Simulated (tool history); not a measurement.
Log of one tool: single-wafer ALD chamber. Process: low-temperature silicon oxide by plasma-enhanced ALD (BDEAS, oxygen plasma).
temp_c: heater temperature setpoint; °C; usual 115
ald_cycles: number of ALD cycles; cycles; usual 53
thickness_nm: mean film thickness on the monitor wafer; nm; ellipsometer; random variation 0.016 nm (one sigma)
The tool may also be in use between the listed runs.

| run | hour | temp_c | ald_cycles | wafers since the last listed run | hours since the last thermocouple change | hours since the gauge calibration | read-back reference wafer on the same gauge, thickness_nm | thickness_nm |
|---|---|---|---|---|---|---|---|---|
| 1 | 0 | 115 | 53 | 0 | 1413.1 | 1792.6 | 5.411 | 6.169 |
| 2 | 107.4 | 115 | 53 | 557 | 1520.5 | 1900 | 5.411 | 6.178 |
| 3 | 150.9 | 115 | 53 | 225 | 1564 | 1943.5 | 5.414 | 6.186 |
| 4 | 217.7 | 115 | 53 | 346 | 1630.8 | 2010.3 | 5.418 | 6.164 |
| 5 | 270.3 | 115 | 53 | 273 | 1683.4 | 2062.9 | 5.406 | 6.192 |
|  | 318.4 | thermocouple changed; heater temperature recalibrated |
| 6 | 319.2 | 115 | 53 | 212 | 0.8 | 2111.8 | 5.408 | 6.265 |
| 7 | 370.5 | 115 | 53 | 266 | 52.1 | 2163.1 | 5.41 | 6.231 |
| 8 | 463.8 | 115 | 53 | 484 | 145.4 | 2256.4 | 5.407 | 6.23 |
| 9 | 530.4 | 121 | 55 | 345 | 212 | 2323 | 5.406 | 6.41 |
| 10 | 590.9 | 121 | 55 | 314 | 272.5 | 2383.5 | 5.412 | 6.392 |
| 11 | 661.9 | 115 | 56 | 368 | 343.5 | 2454.5 | 5.413 | 6.56 |
|  | 858.6 | gauge calibrated |
| 12 | 864.7 | 115 | 56 | 1053 | 546.3 | 6.1 | 5.41 | 6.563 |
| 13 | 1151.2 | 115 | 56 | 1488 | 832.8 | 292.6 | 5.407 | 6.547 |
| 14 | 1255.5 | 115 | 49 | 541 | 937.1 | 396.9 | 5.408 | 5.755 |
| 15 | 1311.6 | 115 | 49 | 291 | 993.2 | 453 | 5.405 | 5.722 |
| 16 | 1494.7 | 101 | 53 | 951 | 1176.3 | 636.1 | 5.403 | 6.35 |
| 17 | 1541.9 | 115 | 62 | 245 | 1223.5 | 683.3 | 5.41 | 7.243 |
| 18 | 1624.4 | 115 | 50 | 428 | 1306 | 765.8 | 5.412 | 5.814 |
| 19 | 1691.7 | 115 | 53 | 349 | 1373.3 | 833.1 | 5.407 | 6.202 |
| 20 | 1741.4 | 125 | 43 | 258 | 1423 | 882.8 | 5.405 | 4.941 |
| 21 | 1842.2 | 115 | 53 | 523 | 1523.8 | 983.6 | 5.41 | 6.206 |
| 22 | 1934.3 | 125 | 43 | 478 | 1615.9 | 1075.7 | 5.407 | 4.931 |
| 23 | 1997.8 | 115 | 42 | 329 | 1679.4 | 1139.2 | 5.408 | 4.903 |
|  | 2020.4 | thermocouple changed; heater temperature recalibrated |
| 24 | 2036.9 | 115 | 45 | 161 | 16.5 | 1178.3 | 5.413 | 5.301 |
| 25 | 2097.5 | 129 | 60 | 314 | 77.1 | 1238.9 | 5.412 | 6.901 |
| 26 | 2185.1 | 109 | 63 | 455 | 164.7 | 1326.5 | 5.407 | 7.515 |
| 27 | 2224.8 | 107 | 59 | 206 | 204.4 | 1366.2 | 5.413 | 7.008 |
| 28 | 2319 | 120 | 61 | 489 | 298.6 | 1460.4 | 5.412 | 7.109 |
| 29 | 2394.2 | 125 | 63 | 390 | 373.8 | 1535.6 | 5.41 | 7.267 |
| 30 | 2495.8 | 128 | 53 | 527 | 475.4 | 1637.2 | 5.408 | 6.054 |
| 31 | 2603.8 | 115 | 53 | 560 | 583.4 | 1745.2 | 5.411 | 6.19 |

Forecast each of these 5 alternatives for the next run:
| A | 2604.3 | 115 | 53 | 2 | 583.9 | 1745.7 | ? | ? |
| B | 2604.3 | 102 | 53 | 2 | 583.9 | 1745.7 | ? | ? |
| C | 2604.3 | 106 | 45 | 2 | 583.9 | 1745.7 | ? | ? |
| D | 2604.3 | 130 | 45 | 2 | 583.9 | 1745.7 | ? | ? |
| E | 2604.3 | 123 | 53 | 2 | 583.9 | 1745.7 | ? | ? |

| run | read-back reference wafer on the same gauge, thickness_nm | thickness_nm |
|---|---|---|
| A | 5.413 | 6.217 |
| B | 5.413 | 6.369 |
| C | 5.413 | 5.368 |
| D | 5.413 | 5.129 |
| E | 5.413 | 6.123 |
Without the tool's hidden state the same runs would have given:
| run | thickness_nm |
|---|---|
| A | 6.265 |
| B | 6.417 |
| C | 5.409 |
| D | 5.17 |
| E | 6.171 |
